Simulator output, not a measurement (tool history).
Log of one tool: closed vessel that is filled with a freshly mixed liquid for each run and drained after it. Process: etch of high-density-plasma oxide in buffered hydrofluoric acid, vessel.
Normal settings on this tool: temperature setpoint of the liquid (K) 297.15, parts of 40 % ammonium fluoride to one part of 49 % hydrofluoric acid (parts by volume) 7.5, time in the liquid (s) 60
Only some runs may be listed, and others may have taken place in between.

run	hour	temperature setpoint of the liquid (K)	parts of 40 % ammonium fluoride to one part of 49 % hydrofluoric acid (parts by volume)	time in the liquid (s)	wafers since the last listed run	hours since the thermometer was replaced	hours since the hydrofluoric acid flow meter was replaced	hours since the gauge calibration	read-back film thickness of the high-density-plasma oxide reference wafer, read on the same gauge (nm)	thickness taken off the high-density-plasma oxide on a monitor wafer (nm)
1	0.0	297.15	7.5	60	0	1131.8	1092.6	66.1	109.97	141.41
2	17.3	297.15	7.5	70	1536	1149.1	1109.9	83.4	110.01	164.83
3	24.7	297.15	7.5	70	657	1156.5	1117.3	90.8	110.03	167.56
4	35.6	294.65	7.5	60	967	1167.4	1128.2	101.7	109.99	123.16
5	44.7	294.65	7.5	60	807	1176.5	1137.3	110.8	110.01	123.38
6	52.7	294.65	7.5	60	710	1184.5	1145.3	118.8	109.93	124.38
7	68.2	297.15	7.5	60	1376	1200.0	1160.8	134.3	110.05	142.80
8	78.3	297.15	6.0	60	896	1210.1	1170.9	144.4	109.96	174.57
9	84.5	297.15	7.5	60	550	1216.3	1177.1	150.6	110.01	142.90
10	93.1	297.15	7.5	60	763	1224.9	1185.7	159.2	109.98	143.60
11	107.8	297.15	7.5	60	1305	1239.6	1200.4	173.9	110.03	143.98
# hour 122.0: thermometer replaced
12	123.1	297.15	7.5	60	1269	1.1	1215.7	189.2	110.00	142.38
13	131.5	297.15	7.5	60	745	9.5	1224.1	197.6	109.98	143.37
14	138.3	297.15	7.5	60	603	16.3	1230.9	204.4	109.98	143.25
15	153.7	297.15	9.5	60	1367	31.7	1246.3	219.8	110.02	111.95
16	166.1	297.15	7.5	60	1100	44.1	1258.7	232.2	109.98	139.91
# hour 192.6: gauge calibrated
17	211.2	297.15	7.5	60	4004	89.2	1303.8	18.6	110.05	145.17
18	227.2	297.15	7.5	40	1420	105.2	1319.8	34.6	110.02	94.41
19	241.7	297.15	7.5	60	1287	119.7	1334.3	49.1	110.04	141.54
# hour 249.5: hydrofluoric acid flow meter replaced
20	250.0	294.15	7.5	30	648	128.0	0.5	57.4	110.04	64.50
21	255.6	302.15	9.0	60	497	133.6	6.1	63.0	110.03	167.33
22	263.8	297.15	7.5	60	728	141.8	14.3	71.2	110.01	151.83
23	272.4	297.15	7.5	60	763	150.4	22.9	79.8	110.01	150.13
24	288.2	297.15	10.5	45	1402	166.2	38.7	95.6	110.05	80.59
25	300.3	297.15	10.5	50	1074	178.3	50.8	107.7	110.01	90.50
# hour 317.3: hydrofluoric acid flow meter replaced, repeated, since the last time left the tool worse
26	317.8	295.15	6.0	80	1465	195.8	0.5	125.2	110.01	192.86
27	326.0	297.15	7.5	60	728	204.0	8.7	133.4	110.02	132.27
28	342.4	293.15	9.0	50	1456	220.4	25.1	149.8	110.00	72.86
29	352.8	300.15	5.5	90	923	230.8	35.5	160.2	109.98	314.06
30	367.3	297.15	7.5	60	1287	245.3	50.0	174.7	110.01	133.52
31	384.6	300.65	5.0	75	1536	262.6	67.3	192.0	109.99	286.80

Predict each of these 4 candidate next runs independently; none follows another, all start after run 31:
A	385.3	301.15	7.5	60	62	263.3	68.0	192.7	?	?
B	385.3	300.15	10.0	35	62	263.3	68.0	192.7	?	?
C	385.3	297.15	10.0	50	62	263.3	68.0	192.7	?	?
D	385.3	294.65	7.5	30	62	263.3	68.0	192.7	?	?

run	read-back film thickness of the high-density-plasma oxide reference wafer, read on the same gauge (nm)	thickness taken off the high-density-plasma oxide on a monitor wafer (nm)
A	109.99	164.18
B	109.99	69.57
C	109.99	84.52
D	109.99	57.71
Without the tool's hidden state the same runs would have given:
run	thickness taken off the high-density-plasma oxide on a monitor wafer (nm)
A	163.09
B	69.30
C	84.20
D	57.33
